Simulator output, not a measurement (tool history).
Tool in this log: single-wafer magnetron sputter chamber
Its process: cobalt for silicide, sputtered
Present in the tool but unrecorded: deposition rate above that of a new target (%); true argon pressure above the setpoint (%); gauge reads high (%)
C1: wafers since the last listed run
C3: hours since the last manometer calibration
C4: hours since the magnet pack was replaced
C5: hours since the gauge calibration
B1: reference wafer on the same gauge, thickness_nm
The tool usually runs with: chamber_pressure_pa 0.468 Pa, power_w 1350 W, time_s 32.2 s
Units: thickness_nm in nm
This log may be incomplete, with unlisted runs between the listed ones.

{"run": 1, "day": 0.0, "chamber_pressure_pa": 0.468, "power_w": 1350, "time_s": 32.2, "C1": 0, "wafers on the sputter target": 4902, "C3": 1605, "C4": 3014.3, "C5": 648.4, "B1": 22.103, "thickness_nm": 22.096}
{"run": 2, "day": 4.267, "chamber_pressure_pa": 0.468, "power_w": 1350, "time_s": 32.2, "C1": 3087, "wafers on the sputter target": 7989, "C3": 1707.4, "C4": 3116.7, "C5": 750.8, "B1": 22.092, "thickness_nm": 21.941}
{"run": 3, "day": 8.512, "chamber_pressure_pa": 0.336, "power_w": 1350, "time_s": 32.2, "C1": 3072, "wafers on the sputter target": 11061, "C3": 1809.3, "C4": 3218.6, "C5": 852.7, "B1": 22.092, "thickness_nm": 22.912}
{"day": 9.571, "done": "sputter target and shields replaced"}
{"run": 4, "day": 11.921, "chamber_pressure_pa": 0.336, "power_w": 1350, "time_s": 32.2, "C1": 2224, "wafers on the sputter target": 1701, "C3": 1891.1, "C4": 3300.4, "C5": 934.5, "B1": 22.1, "thickness_nm": 23.563}
{"run": 5, "day": 13.575, "chamber_pressure_pa": 0.336, "power_w": 1350, "time_s": 32.2, "C1": 1196, "wafers on the sputter target": 2897, "C3": 1930.8, "C4": 3340.1, "C5": 974.2, "B1": 22.077, "thickness_nm": 23.506}
{"run": 6, "day": 17.612, "chamber_pressure_pa": 0.468, "power_w": 1250, "time_s": 32.2, "C1": 2921, "wafers on the sputter target": 5819, "C3": 2027.7, "C4": 3437, "C5": 1071.1, "B1": 22.093, "thickness_nm": 20.508}
{"run": 7, "day": 20.875, "chamber_pressure_pa": 0.468, "power_w": 1250, "time_s": 32.2, "C1": 2360, "wafers on the sputter target": 8179, "C3": 2106, "C4": 3515.3, "C5": 1149.4, "B1": 22.105, "thickness_nm": 20.427}
{"run": 8, "day": 23.317, "chamber_pressure_pa": 0.39, "power_w": 1350, "time_s": 32.2, "C1": 1766, "wafers on the sputter target": 9946, "C3": 2164.6, "C4": 3573.9, "C5": 1208, "B1": 22.108, "thickness_nm": 22.68}
{"day": 25.992, "done": "sputter target and shields replaced"}
{"run": 9, "day": 26.012, "chamber_pressure_pa": 0.39, "power_w": 1350, "time_s": 32.2, "C1": 1709, "wafers on the sputter target": 14, "C3": 2229.3, "C4": 3638.6, "C5": 1272.7, "B1": 22.093, "thickness_nm": 23.138}
{"run": 10, "day": 28.638, "chamber_pressure_pa": 0.39, "power_w": 1350, "time_s": 32.2, "C1": 1899, "wafers on the sputter target": 1914, "C3": 2292.3, "C4": 3701.6, "C5": 1335.7, "B1": 22.092, "thickness_nm": 22.994}
{"day": 31.812, "done": "capacitance manometer re-zeroed and calibrated"}
{"run": 11, "day": 32.242, "chamber_pressure_pa": 0.65, "power_w": 1150, "time_s": 25.9, "C1": 2366, "wafers on the sputter target": 4280, "C3": 10.3, "C4": 3788.1, "C5": 1422.2, "B1": 22.089, "thickness_nm": 14.233}
{"day": 32.596, "done": "magnet pack replaced"}
{"run": 12, "day": 34.825, "chamber_pressure_pa": 0.468, "power_w": 1350, "time_s": 27.4, "C1": 1628, "wafers on the sputter target": 5908, "C3": 72.3, "C4": 53.5, "C5": 1484.2, "B1": 22.089, "thickness_nm": 18.871}
{"run": 13, "day": 39.292, "chamber_pressure_pa": 0.577, "power_w": 1650, "time_s": 37.9, "C1": 3231, "wafers on the sputter target": 9140, "C3": 179.5, "C4": 160.7, "C5": 1591.4, "B1": 22.107, "thickness_nm": 30.326}
{"day": 40.871, "done": "sputter target and shields replaced"}
{"day": 40.971, "done": "gauge calibrated"}
{"run": 14, "day": 42.35, "chamber_pressure_pa": 0.336, "power_w": 1350, "time_s": 32.2, "C1": 1971, "wafers on the sputter target": 1069, "C3": 252.9, "C4": 234.1, "C5": 33.1, "B1": 22.09, "thickness_nm": 23.567}
{"run": 15, "day": 44.388, "chamber_pressure_pa": 0.468, "power_w": 1200, "time_s": 37.7, "C1": 1474, "wafers on the sputter target": 2544, "C3": 301.8, "C4": 283, "C5": 82, "B1": 22.101, "thickness_nm": 23.134}
{"run": 16, "day": 46.158, "chamber_pressure_pa": 0.468, "power_w": 1350, "time_s": 32.2, "C1": 1281, "wafers on the sputter target": 3825, "C3": 344.3, "C4": 325.5, "C5": 124.5, "B1": 22.099, "thickness_nm": 22.221}
{"run": 17, "day": 52.329, "chamber_pressure_pa": 0.33, "power_w": 1200, "time_s": 27.8, "C1": 4464, "wafers on the sputter target": 8290, "C3": 492.4, "C4": 473.6, "C5": 272.6, "B1": 22.089, "thickness_nm": 17.915}
{"day": 53.304, "done": "sputter target and shields replaced"}
{"run": 18, "day": 56.108, "chamber_pressure_pa": 0.468, "power_w": 1600, "time_s": 26.9, "C1": 2493, "wafers on the sputter target": 2029, "C3": 583.1, "C4": 564.3, "C5": 363.3, "B1": 22.1, "thickness_nm": 22.118}
{"run": 19, "day": 67.058, "chamber_pressure_pa": 0.609, "power_w": 1100, "time_s": 28.1, "C1": 7923, "wafers on the sputter target": 9952, "C3": 845.9, "C4": 827.1, "C5": 626.1, "B1": 22.1, "thickness_nm": 14.75}
{"day": 69.383, "done": "sputter target and shields replaced"}
{"run": 20, "day": 71.454, "chamber_pressure_pa": 0.468, "power_w": 1350, "time_s": 38.4, "C1": 2939, "wafers on the sputter target": 1497, "C3": 951.4, "C4": 932.6, "C5": 731.6, "B1": 22.115, "thickness_nm": 26.66}

Consider 4 possible next runs. They are alternatives, not a sequence: every one starts from the tool as it was left by run 20. What does each give?
{"run": "A", "day": 71.471, "chamber_pressure_pa": 0.468, "power_w": 1350, "time_s": 35.1, "C1": 12, "wafers on the sputter target": 1509, "C3": 951.8, "C4": 933, "C5": 732, "B1": "?", "thickness_nm": "?"}
{"run": "B", "day": 71.471, "chamber_pressure_pa": 0.282, "power_w": 1200, "time_s": 32.2, "C1": 12, "wafers on the sputter target": 1509, "C3": 951.8, "C4": 933, "C5": 732, "B1": "?", "thickness_nm": "?"}
{"run": "C", "day": 71.471, "chamber_pressure_pa": 0.468, "power_w": 1000, "time_s": 27.6, "C1": 12, "wafers on the sputter target": 1509, "C3": 951.8, "C4": 933, "C5": 732, "B1": "?", "thickness_nm": "?"}
{"run": "D", "day": 71.471, "chamber_pressure_pa": 0.405, "power_w": 1650, "time_s": 32.2, "C1": 12, "wafers on the sputter target": 1509, "C3": 951.8, "C4": 933, "C5": 732, "B1": "?", "thickness_nm": "?"}

run=A B1=22.096 thickness_nm=24.299
run=B B1=22.096 thickness_nm=21.356
run=C B1=22.096 thickness_nm=14.153
run=D B1=22.096 thickness_nm=27.939
Without the tool's unlogged condition, the same runs would have read:
run=A thickness_nm=24.339
run=B thickness_nm=21.391
run=C thickness_nm=14.177
run=D thickness_nm=27.985
